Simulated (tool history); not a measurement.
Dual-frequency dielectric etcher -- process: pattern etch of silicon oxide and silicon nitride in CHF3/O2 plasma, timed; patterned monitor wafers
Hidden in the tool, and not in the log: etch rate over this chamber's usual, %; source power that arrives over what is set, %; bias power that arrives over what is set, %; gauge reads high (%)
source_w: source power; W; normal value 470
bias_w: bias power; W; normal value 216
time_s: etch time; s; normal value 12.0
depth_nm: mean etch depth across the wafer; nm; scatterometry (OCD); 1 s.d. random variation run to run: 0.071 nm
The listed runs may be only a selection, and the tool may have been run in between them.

run,hour,source_w,bias_w,time_s,wafers since the last listed run,hours since the last wet clean,hours since the last source power generator calibration,hours since the last bias power generator calibration,hours since the last upper electrode change,hours since the gauge calibration,"read-back reference wafer on the same gauge, depth_nm",depth_nm
1,0.0,470,216,12.0,0,256.0,5245.7,4157.1,2384.9,160.2,22.79,19.41
2,9.8,470,216,12.0,218,265.8,5255.5,4166.9,2394.7,170.0,22.83,19.39
3,27.1,470,216,12.0,385,283.1,5272.8,4184.2,2412.0,187.3,22.80,19.42
4,41.9,470,246,14.5,329,297.9,5287.6,4199.0,2426.8,202.1,22.79,24.65
5,56.8,470,246,14.5,331,312.8,5302.5,4213.9,2441.7,217.0,22.77,24.67
6,63.7,470,246,14.5,153,319.7,5309.4,4220.8,2448.6,223.9,22.79,24.78
7,80.3,470,259,12.0,369,336.3,5326.0,4237.4,2465.2,240.5,22.82,20.90
8,87.3,470,259,12.0,155,343.3,5333.0,4244.4,2472.2,247.5,22.80,20.87
# hour 111.9: upper electrode replaced, of another model than before
9,112.4,520,255,12.0,24,368.4,5358.1,4269.5,0.5,272.6,22.80,20.60
10,112.7,470,216,14.0,6,368.7,5358.4,4269.8,0.8,272.9,22.81,22.72
# hour 146.4: wet clean of the chamber
11,151.4,470,252,12.0,327,5.0,5397.1,4308.5,39.5,311.6,22.80,19.98
# hour 152.5: gauge calibrated
12,159.9,370,254,10.5,189,13.5,5405.6,4317.0,48.0,7.4,22.79,16.92
13,175.2,530,194,12.0,340,28.8,5420.9,4332.3,63.3,22.7,22.81,19.06
# hour 191.1: source power generator calibrated
14,191.6,470,216,12.0,276,45.2,0.5,4348.7,79.7,39.1,22.82,19.31
15,196.4,470,256,12.0,106,50.0,5.3,4353.5,84.5,43.9,22.81,20.15
16,204.2,510,216,15.0,173,57.8,13.1,4361.3,92.3,51.7,22.80,24.43
17,218.5,370,197,8.5,318,72.1,27.4,4375.6,106.6,66.0,22.79,12.90
# hour 258.5: bias power generator calibrated
18,271.0,470,216,12.0,1080,124.6,79.9,12.5,159.1,118.5,22.80,19.45
19,278.6,470,216,13.0,169,132.2,87.5,20.1,166.7,126.1,22.80,21.17
20,296.3,470,216,12.0,394,149.9,105.2,37.8,184.4,143.8,22.80,19.37
21,308.8,570,255,14.5,278,162.4,117.7,50.3,196.9,156.3,22.80,25.27
22,326.2,470,216,12.0,387,179.8,135.1,67.7,214.3,173.7,22.79,19.39

For some of the steps in depth_nm from one run to the next: how much would appear even if the tool had no hidden state, given the settings, what came in and random variation, and how much remains for the hidden state plus any gauge scatter that the measured result and the result without hidden state don't share?
Run 10 -> 11: bias_w 216 -> 252, time_s 14.0 -> 12.0, wet clean of the chamber. depth_nm -2.74 nm: hidden state -0.37, all else -2.37.
Run 16 -> 17: source_w 510 -> 370, bias_w 216 -> 197, time_s 15.0 -> 8.5. depth_nm -11.53 nm: hidden state -0.07, all else -11.46.
Run 17 -> 18: source_w 370 -> 470, bias_w 197 -> 216, time_s 8.5 -> 12.0, bias power generator calibrated. depth_nm +6.55 nm: hidden state +0.11, all else +6.44.
